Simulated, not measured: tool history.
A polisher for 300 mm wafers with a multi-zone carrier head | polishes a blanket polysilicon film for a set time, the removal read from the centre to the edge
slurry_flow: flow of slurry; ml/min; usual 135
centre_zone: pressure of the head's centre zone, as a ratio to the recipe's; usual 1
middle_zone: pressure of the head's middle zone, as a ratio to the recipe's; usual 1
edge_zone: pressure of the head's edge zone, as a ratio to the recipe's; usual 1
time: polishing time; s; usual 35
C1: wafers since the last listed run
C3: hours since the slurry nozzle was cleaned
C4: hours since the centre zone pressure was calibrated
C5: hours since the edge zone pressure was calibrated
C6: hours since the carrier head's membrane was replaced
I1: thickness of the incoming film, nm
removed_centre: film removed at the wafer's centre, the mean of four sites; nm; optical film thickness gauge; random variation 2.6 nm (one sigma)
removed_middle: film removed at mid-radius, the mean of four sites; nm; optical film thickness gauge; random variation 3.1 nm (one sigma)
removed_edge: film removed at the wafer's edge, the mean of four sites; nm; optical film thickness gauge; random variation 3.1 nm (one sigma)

run 1 hour=0 | slurry_flow=135 centre_zone=0.91 middle_zone=1 edge_zone=1 time=35 | C1=0 wafers_polished_on_this_pad=2166 C3=117.7 C4=230.1 C5=983.9 C6=677 | I1=2410.7 | removed_centre=283.7 removed_middle=319 removed_edge=319.1
-- hour=7.3 worn pad replaced by a new one
run 2 hour=93.9 | slurry_flow=135 centre_zone=1 middle_zone=1 edge_zone=1.06 time=35 | C1=1196 wafers_polished_on_this_pad=1152 C3=211.6 C4=324 C5=1077.8 C6=770.9 | I1=2346.2 | removed_centre=306.7 removed_middle=314.5 removed_edge=328.8
run 3 hour=159.5 | slurry_flow=135 centre_zone=1 middle_zone=1 edge_zone=1.06 time=35 | C1=873 wafers_polished_on_this_pad=2026 C3=277.2 C4=389.6 C5=1143.4 C6=836.5 | I1=2333.6 | removed_centre=303.2 removed_middle=305.8 removed_edge=326.4
run 4 hour=209.9 | slurry_flow=135 centre_zone=1 middle_zone=1 edge_zone=1 time=35 | C1=671 wafers_polished_on_this_pad=2697 C3=327.6 C4=440 C5=1193.8 C6=886.9 | I1=2379.6 | removed_centre=302.6 removed_middle=306.5 removed_edge=304.8
-- hour=225.2 worn pad replaced by a new one
run 5 hour=310.7 | slurry_flow=135 centre_zone=1 middle_zone=1 edge_zone=1 time=35 | C1=1288 wafers_polished_on_this_pad=1138 C3=428.4 C4=540.8 C5=1294.6 C6=987.7 | I1=2383.4 | removed_centre=298.4 removed_middle=303.1 removed_edge=303.8
-- hour=374.1 slurry nozzle cleaned
run 6 hour=385.8 | slurry_flow=135 centre_zone=1 middle_zone=1 edge_zone=1 time=35 | C1=986 wafers_polished_on_this_pad=2124 C3=11.7 C4=615.9 C5=1369.7 C6=1062.8 | I1=2375.2 | removed_centre=310.8 removed_middle=312.5 removed_edge=316.9
run 7 hour=426.2 | slurry_flow=135 centre_zone=1 middle_zone=1 edge_zone=1 time=35 | C1=537 wafers_polished_on_this_pad=2662 C3=52.1 C4=656.3 C5=1410.1 C6=1103.2 | I1=2356.5 | removed_centre=311.2 removed_middle=317.6 removed_edge=320.9
-- hour=441.4 worn pad replaced by a new one
-- hour=460.6 edge zone pressure recalibrated
run 8 hour=464.1 | slurry_flow=135 centre_zone=1.11 middle_zone=1.05 edge_zone=1 time=35 | C1=424 wafers_polished_on_this_pad=274 C3=90 C4=694.2 C5=3.5 C6=1141.1 | I1=2377.7 | removed_centre=337 removed_middle=326.4 removed_edge=315.7
run 9 hour=547.3 | slurry_flow=135 centre_zone=1 middle_zone=1 edge_zone=1 time=35 | C1=1107 wafers_polished_on_this_pad=1382 C3=173.2 C4=777.4 C5=86.7 C6=1224.3 | I1=2381.4 | removed_centre=307.4 removed_middle=311.1 removed_edge=306.6
-- hour=595.2 centre zone pressure recalibrated
-- hour=621.1 worn pad replaced by a new one
run 10 hour=643.3 | slurry_flow=175 centre_zone=0.91 middle_zone=1 edge_zone=1 time=35 | C1=1198 wafers_polished_on_this_pad=296 C3=269.2 C4=48.1 C5=182.7 C6=1320.3 | I1=2377.8 | removed_centre=291.5 removed_middle=324.4 removed_edge=325.8
run 11 hour=691.4 | slurry_flow=135 centre_zone=1 middle_zone=1 edge_zone=1 time=35 | C1=640 wafers_polished_on_this_pad=936 C3=317.3 C4=96.2 C5=230.8 C6=1368.4 | I1=2405 | removed_centre=305.1 removed_middle=307.9 removed_edge=311.7
-- hour=719.6 carrier head's membrane replaced by a new one
run 12 hour=781.3 | slurry_flow=110 centre_zone=1.08 middle_zone=1 edge_zone=0.9 time=41 | C1=1130 wafers_polished_on_this_pad=2066 C3=407.2 C4=186.1 C5=320.7 C6=61.7 | I1=2381.7 | removed_centre=357.3 removed_middle=337.3 removed_edge=338.2
-- hour=800.8 worn pad replaced by a new one
run 13 hour=826.2 | slurry_flow=110 centre_zone=0.96 middle_zone=1 edge_zone=0.94 time=25 | C1=544 wafers_polished_on_this_pad=338 C3=452.1 C4=231 C5=365.6 C6=106.6 | I1=2377.9 | removed_centre=190.9 removed_middle=205.9 removed_edge=207.1
run 14 hour=881.7 | slurry_flow=145 centre_zone=1 middle_zone=1 edge_zone=0.89 time=35 | C1=738 wafers_polished_on_this_pad=1077 C3=507.6 C4=286.5 C5=421.1 C6=162.1 | I1=2384.1 | removed_centre=294.8 removed_middle=305.3 removed_edge=295.5
run 15 hour=969.4 | slurry_flow=135 centre_zone=1 middle_zone=1 edge_zone=1.06 time=35 | C1=1167 wafers_polished_on_this_pad=2245 C3=595.3 C4=374.2 C5=508.8 C6=249.8 | I1=2351.9 | removed_centre=295.7 removed_middle=298 removed_edge=313.6

Forecast each of these 4 alternatives for the next run:
run A hour=969.8 | slurry_flow=135 centre_zone=1 middle_zone=1 edge_zone=1 time=27 | C1=5 wafers_polished_on_this_pad=2250 C3=595.7 C4=374.6 C5=509.2 C6=250.2 | I1=2337.9 | removed_centre=? removed_middle=? removed_edge=?
run B hour=969.8 | slurry_flow=135 centre_zone=1 middle_zone=1 edge_zone=1 time=30 | C1=5 wafers_polished_on_this_pad=2250 C3=595.7 C4=374.6 C5=509.2 C6=250.2 | I1=2337.9 | removed_centre=? removed_middle=? removed_edge=?
run C hour=969.8 | slurry_flow=135 centre_zone=1 middle_zone=1.11 edge_zone=1 time=35 | C1=5 wafers_polished_on_this_pad=2250 C3=595.7 C4=374.6 C5=509.2 C6=250.2 | I1=2337.9 | removed_centre=? removed_middle=? removed_edge=?
run D hour=969.8 | slurry_flow=110 centre_zone=1 middle_zone=1 edge_zone=1.12 time=43 | C1=5 wafers_polished_on_this_pad=2250 C3=595.7 C4=374.6 C5=509.2 C6=250.2 | I1=2337.9 | removed_centre=? removed_middle=? removed_edge=?

run=A removed_centre=224.8 removed_middle=230 removed_edge=240.3
run=B removed_centre=249.8 removed_middle=255.6 removed_edge=267
run=C removed_centre=291.7 removed_middle=325.9 removed_edge=311
run=D removed_centre=337.7 removed_middle=348.2 removed_edge=391.2
Without the tool's hidden state the same runs would have given:
run=A removed_centre=241.5 removed_middle=245 removed_edge=251
run=B removed_centre=268.4 removed_middle=272.2 removed_edge=278.9
run=C removed_centre=313.3 removed_middle=347.1 removed_edge=324.9
run=D removed_centre=367.7 removed_middle=374.9 removed_edge=411.3
